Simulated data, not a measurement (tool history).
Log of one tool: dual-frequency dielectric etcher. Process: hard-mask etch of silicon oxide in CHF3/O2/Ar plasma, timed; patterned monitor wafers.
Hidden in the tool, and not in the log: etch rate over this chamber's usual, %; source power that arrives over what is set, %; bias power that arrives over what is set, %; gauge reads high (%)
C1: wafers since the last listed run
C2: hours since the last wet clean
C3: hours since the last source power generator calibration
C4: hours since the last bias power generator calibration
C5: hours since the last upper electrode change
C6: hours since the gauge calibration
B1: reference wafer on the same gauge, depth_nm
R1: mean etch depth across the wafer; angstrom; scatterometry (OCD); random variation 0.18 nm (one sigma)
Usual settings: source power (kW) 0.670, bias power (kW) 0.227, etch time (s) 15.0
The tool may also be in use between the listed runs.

{"run": 1, "day": 0.0, "source power (kW)": 0.67, "bias power (kW)": 0.227, "etch time (s)": 15.0, "C1": 0, "C2": 255.1, "C3": 4475.0, "C4": 1580.9, "C5": 3149.0, "C6": 990.1, "B1": 30.56, "R1": 316.9}
{"run": 2, "day": 0.754, "source power (kW)": 0.67, "bias power (kW)": 0.227, "etch time (s)": 15.0, "C1": 279, "C2": 273.2, "C3": 4493.1, "C4": 1599.0, "C5": 3167.1, "C6": 1008.2, "B1": 30.54, "R1": 320.4}
{"day": 1.412, "done": "gauge calibrated"}
{"run": 3, "day": 1.733, "source power (kW)": 0.67, "bias power (kW)": 0.227, "etch time (s)": 12.5, "C1": 363, "C2": 296.7, "C3": 4516.6, "C4": 1622.5, "C5": 3190.6, "C6": 7.7, "B1": 29.04, "R1": 252.4}
{"day": 2.379, "done": "bias power generator calibrated"}
{"run": 4, "day": 2.996, "source power (kW)": 0.67, "bias power (kW)": 0.227, "etch time (s)": 12.5, "C1": 406, "C2": 327.0, "C3": 4546.9, "C4": 14.8, "C5": 3220.9, "C6": 38.0, "B1": 29.2, "R1": 252.1}
{"day": 3.2, "done": "source power generator calibrated"}
{"run": 5, "day": 4.175, "source power (kW)": 0.67, "bias power (kW)": 0.227, "etch time (s)": 15.0, "C1": 375, "C2": 355.3, "C3": 23.4, "C4": 43.1, "C5": 3249.2, "C6": 66.3, "B1": 29.29, "R1": 304.7}
{"run": 6, "day": 4.888, "source power (kW)": 0.67, "bias power (kW)": 0.227, "etch time (s)": 15.0, "C1": 264, "C2": 372.4, "C3": 40.5, "C4": 60.2, "C5": 3266.3, "C6": 83.4, "B1": 29.36, "R1": 303.6}
{"run": 7, "day": 5.867, "source power (kW)": 0.67, "bias power (kW)": 0.202, "etch time (s)": 15.0, "C1": 363, "C2": 395.9, "C3": 64.0, "C4": 83.7, "C5": 3289.8, "C6": 106.9, "B1": 29.37, "R1": 289.8}
{"run": 8, "day": 6.483, "source power (kW)": 0.67, "bias power (kW)": 0.202, "etch time (s)": 15.0, "C1": 228, "C2": 410.7, "C3": 78.8, "C4": 98.5, "C5": 3304.6, "C6": 121.7, "B1": 29.43, "R1": 291.4}
{"run": 9, "day": 7.421, "source power (kW)": 0.67, "bias power (kW)": 0.227, "etch time (s)": 15.0, "C1": 347, "C2": 433.2, "C3": 101.3, "C4": 121.0, "C5": 3327.1, "C6": 144.2, "B1": 29.51, "R1": 306.3}
{"run": 10, "day": 8.312, "source power (kW)": 0.67, "bias power (kW)": 0.227, "etch time (s)": 19.0, "C1": 330, "C2": 454.6, "C3": 122.7, "C4": 142.4, "C5": 3348.5, "C6": 165.6, "B1": 29.48, "R1": 390.4}
{"run": 11, "day": 8.883, "source power (kW)": 0.67, "bias power (kW)": 0.17, "etch time (s)": 15.0, "C1": 211, "C2": 468.3, "C3": 136.4, "C4": 156.1, "C5": 3362.2, "C6": 179.3, "B1": 29.51, "R1": 265.5}
{"run": 12, "day": 9.812, "source power (kW)": 0.81, "bias power (kW)": 0.227, "etch time (s)": 15.0, "C1": 344, "C2": 490.6, "C3": 158.7, "C4": 178.4, "C5": 3384.5, "C6": 201.6, "B1": 29.57, "R1": 334.3}
{"run": 13, "day": 10.708, "source power (kW)": 0.54, "bias power (kW)": 0.171, "etch time (s)": 13.5, "C1": 332, "C2": 512.1, "C3": 180.2, "C4": 199.9, "C5": 3406.0, "C6": 223.1, "B1": 29.64, "R1": 220.2}
{"run": 14, "day": 11.596, "source power (kW)": 0.67, "bias power (kW)": 0.183, "etch time (s)": 13.0, "C1": 329, "C2": 533.4, "C3": 201.5, "C4": 221.2, "C5": 3427.3, "C6": 244.4, "B1": 29.7, "R1": 239.0}
{"run": 15, "day": 12.879, "source power (kW)": 0.62, "bias power (kW)": 0.208, "etch time (s)": 15.0, "C1": 476, "C2": 564.2, "C3": 232.3, "C4": 252.0, "C5": 3458.1, "C6": 275.2, "B1": 29.72, "R1": 288.7}
{"run": 16, "day": 13.417, "source power (kW)": 0.51, "bias power (kW)": 0.198, "etch time (s)": 18.0, "C1": 199, "C2": 577.1, "C3": 245.2, "C4": 264.9, "C5": 3471.0, "C6": 288.1, "B1": 29.71, "R1": 309.2}
{"run": 17, "day": 14.475, "source power (kW)": 0.67, "bias power (kW)": 0.279, "etch time (s)": 15.0, "C1": 392, "C2": 602.5, "C3": 270.6, "C4": 290.3, "C5": 3496.4, "C6": 313.5, "B1": 29.82, "R1": 342.2}
{"day": 15.771, "done": "wet clean of the chamber"}
{"run": 18, "day": 15.792, "source power (kW)": 0.76, "bias power (kW)": 0.184, "etch time (s)": 16.0, "C1": 117, "C2": 0.5, "C3": 302.2, "C4": 321.9, "C5": 3528.0, "C6": 345.1, "B1": 29.84, "R1": 316.4}
{"run": 19, "day": 16.758, "source power (kW)": 0.67, "bias power (kW)": 0.227, "etch time (s)": 15.0, "C1": 358, "C2": 23.7, "C3": 325.4, "C4": 345.1, "C5": 3551.2, "C6": 368.3, "B1": 29.87, "R1": 312.9}
{"day": 18.792, "done": "upper electrode replaced"}
{"run": 20, "day": 18.812, "source power (kW)": 0.67, "bias power (kW)": 0.227, "etch time (s)": 15.0, "C1": 391, "C2": 73.0, "C3": 374.7, "C4": 394.4, "C5": 0.5, "C6": 417.6, "B1": 29.92, "R1": 314.7}
{"run": 21, "day": 18.825, "source power (kW)": 0.52, "bias power (kW)": 0.271, "etch time (s)": 15.0, "C1": 4, "C2": 73.3, "C3": 375.0, "C4": 394.7, "C5": 0.8, "C6": 417.9, "B1": 29.94, "R1": 307.8}
{"run": 22, "day": 20.058, "source power (kW)": 0.67, "bias power (kW)": 0.276, "etch time (s)": 13.5, "C1": 457, "C2": 102.9, "C3": 404.6, "C4": 424.3, "C5": 30.4, "C6": 447.5, "B1": 29.98, "R1": 305.5}
{"run": 23, "day": 21.342, "source power (kW)": 0.52, "bias power (kW)": 0.257, "etch time (s)": 18.5, "C1": 476, "C2": 133.7, "C3": 435.4, "C4": 455.1, "C5": 61.2, "C6": 478.3, "B1": 29.98, "R1": 368.7}
{"run": 24, "day": 22.504, "source power (kW)": 0.67, "bias power (kW)": 0.227, "etch time (s)": 15.0, "C1": 431, "C2": 161.6, "C3": 463.3, "C4": 483.0, "C5": 89.1, "C6": 506.2, "B1": 30.05, "R1": 316.4}
{"run": 25, "day": 23.479, "source power (kW)": 0.54, "bias power (kW)": 0.197, "etch time (s)": 13.0, "C1": 361, "C2": 185.0, "C3": 486.7, "C4": 506.4, "C5": 112.5, "C6": 529.6, "B1": 30.02, "R1": 228.6}
{"run": 26, "day": 24.008, "source power (kW)": 0.67, "bias power (kW)": 0.227, "etch time (s)": 15.0, "C1": 196, "C2": 197.7, "C3": 499.4, "C4": 519.1, "C5": 125.2, "C6": 542.3, "B1": 30.03, "R1": 314.2}
{"run": 27, "day": 25.142, "source power (kW)": 0.67, "bias power (kW)": 0.227, "etch time (s)": 15.0, "C1": 420, "C2": 224.9, "C3": 526.6, "C4": 546.3, "C5": 152.4, "C6": 569.5, "B1": 30.06, "R1": 315.9}
{"run": 28, "day": 25.933, "source power (kW)": 0.67, "bias power (kW)": 0.202, "etch time (s)": 15.0, "C1": 293, "C2": 243.9, "C3": 545.6, "C4": 565.3, "C5": 171.4, "C6": 588.5, "B1": 30.04, "R1": 294.5}
{"run": 29, "day": 27.133, "source power (kW)": 0.78, "bias power (kW)": 0.184, "etch time (s)": 11.5, "C1": 445, "C2": 272.7, "C3": 574.4, "C4": 594.1, "C5": 200.2, "C6": 617.3, "B1": 30.02, "R1": 234.6}
{"run": 30, "day": 27.871, "source power (kW)": 0.76, "bias power (kW)": 0.205, "etch time (s)": 18.5, "C1": 273, "C2": 290.4, "C3": 592.1, "C4": 611.8, "C5": 217.9, "C6": 635.0, "B1": 30.04, "R1": 391.0}

Run 31 comes next. What will it give?
{"run": 31, "day": 28.679, "source power (kW)": 0.67, "bias power (kW)": 0.227, "etch time (s)": 15.0, "C1": 299, "C2": 309.8, "C3": 611.5, "C4": 631.2, "C5": 237.3, "C6": 654.4, "B1": "?", "R1": "?"}

Run 31 gave B1 30.10, R1 314.6 angstrom.
Without the tool's hidden state the same run would have given R1 305.1 angstrom.
